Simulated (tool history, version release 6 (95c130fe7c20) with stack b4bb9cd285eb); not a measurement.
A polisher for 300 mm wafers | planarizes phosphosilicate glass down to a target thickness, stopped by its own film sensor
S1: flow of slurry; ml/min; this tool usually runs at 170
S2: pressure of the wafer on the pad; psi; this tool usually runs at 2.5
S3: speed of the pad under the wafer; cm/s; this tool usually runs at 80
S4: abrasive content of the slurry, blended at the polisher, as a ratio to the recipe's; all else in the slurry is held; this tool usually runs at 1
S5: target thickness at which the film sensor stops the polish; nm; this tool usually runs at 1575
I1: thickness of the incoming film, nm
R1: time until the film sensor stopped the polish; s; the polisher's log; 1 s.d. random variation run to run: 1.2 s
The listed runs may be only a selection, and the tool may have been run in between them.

| run | hour | S1 | S2 | S3 | S4 | S5 | I1 | R1 |
|---|---|---|---|---|---|---|---|---|
| 1 | 0 | 170 | 2.5 | 80 | 1 | 1575 | 2048.3 | 102.2 |
| 2 | 52.3 | 170 | 2.5 | 80 | 1 | 1575 | 2086.5 | 109.6 |
|  | 110.1 | head pressure recalibrated |
|  | 114.9 | slurry nozzle cleaned |
| 3 | 118.7 | 170 | 2.5 | 80 | 0.9 | 1619 | 2030.7 | 93.1 |
| 4 | 181.3 | 170 | 2.5 | 80 | 0.9 | 1619 | 2054 | 99.2 |
| 5 | 249.8 | 170 | 2.5 | 98 | 1 | 1575 | 2032.9 | 88.2 |
|  | 273.8 | conditioning disc replaced and pad reconditioned |
| 6 | 292.3 | 170 | 2.5 | 98 | 1 | 1575 | 2053.6 | 91.5 |
|  | 319.2 | worn pad replaced by a new one |
| 7 | 319.7 | 170 | 2.5 | 80 | 1 | 1575 | 2073.4 | 110 |
| 8 | 363.9 | 130 | 2.5 | 80 | 0.8 | 1575 | 1994.1 | 111 |
|  | 389.5 | slurry blender recalibrated |
| 9 | 396.6 | 195 | 2.5 | 80 | 0.85 | 1575 | 2010.6 | 99.7 |
|  | 454.8 | slurry nozzle cleaned |
|  | 462.3 | head pressure recalibrated |
| 10 | 462.8 | 170 | 2.5 | 80 | 1.2 | 1575 | 2024.4 | 89.7 |
| 11 | 528.1 | 200 | 2.9 | 80 | 1 | 1428 | 2034.8 | 108.4 |
| 12 | 594.7 | 170 | 2.5 | 80 | 1 | 1575 | 2081.2 | 109.9 |
| 13 | 629.7 | 150 | 2.5 | 52 | 1 | 1689 | 2027.2 | 99.8 |
|  | 648.8 | worn pad replaced by a new one |
| 14 | 669.7 | 170 | 2.5 | 80 | 1.1 | 1532 | 2033.7 | 103.6 |
|  | 725.2 | conditioning disc replaced and pad reconditioned |
| 15 | 730.5 | 170 | 3.1 | 80 | 1 | 1575 | 2018.6 | 79.5 |
| 16 | 779.1 | 185 | 3.3 | 80 | 1 | 1575 | 2077.2 | 83.3 |
|  | 791.8 | head pressure recalibrated |
|  | 800.4 | slurry nozzle cleaned |
| 17 | 816.5 | 170 | 2.5 | 80 | 1 | 1575 | 2029.9 | 101.8 |
| 18 | 881.2 | 220 | 2.8 | 102 | 1 | 1639 | 2022.2 | 63.2 |
|  | 899.2 | slurry blender recalibrated |
| 19 | 913.5 | 170 | 3.2 | 80 | 1 | 1575 | 2000.2 | 71.2 |
| 20 | 967.2 | 170 | 2.5 | 68 | 1 | 1532 | 2027.4 | 118.2 |
|  | 1014.8 | worn pad replaced by a new one |
| 21 | 1020.3 | 145 | 2.8 | 72 | 1 | 1714 | 2032.9 | 68 |
| 22 | 1067.7 | 170 | 2.5 | 80 | 1 | 1575 | 2023.1 | 97.2 |
| 23 | 1092.1 | 170 | 2.5 | 80 | 1 | 1575 | 2035 | 101.3 |
| 24 | 1134.4 | 170 | 2.5 | 88 | 1 | 1647 | 2067.8 | 85 |
| 25 | 1165.5 | 170 | 2.5 | 80 | 1 | 1575 | 2027.1 | 101.1 |
|  | 1183.9 | slurry nozzle cleaned |
|  | 1209 | head pressure recalibrated |
| 26 | 1222.3 | 170 | 2.5 | 80 | 1 | 1575 | 2066.1 | 106.7 |

Forecast each of these 3 alternatives for the next run:
| A | 1222.8 | 200 | 2.5 | 80 | 1 | 1575 | 2011.2 | ? |
| B | 1222.8 | 200 | 2.5 | 80 | 1 | 1426 | 2011.2 | ? |
| C | 1222.8 | 205 | 2.5 | 58 | 1.2 | 1575 | 2011.2 | ? |

| run | R1 |
|---|---|
| A | 93.6 |
| B | 125.6 |
| C | 105.7 |
Without the tool's hidden state the same runs would have given:
| run | R1 |
|---|---|
| A | 90.6 |
| B | 121.5 |
| C | 102.7 |
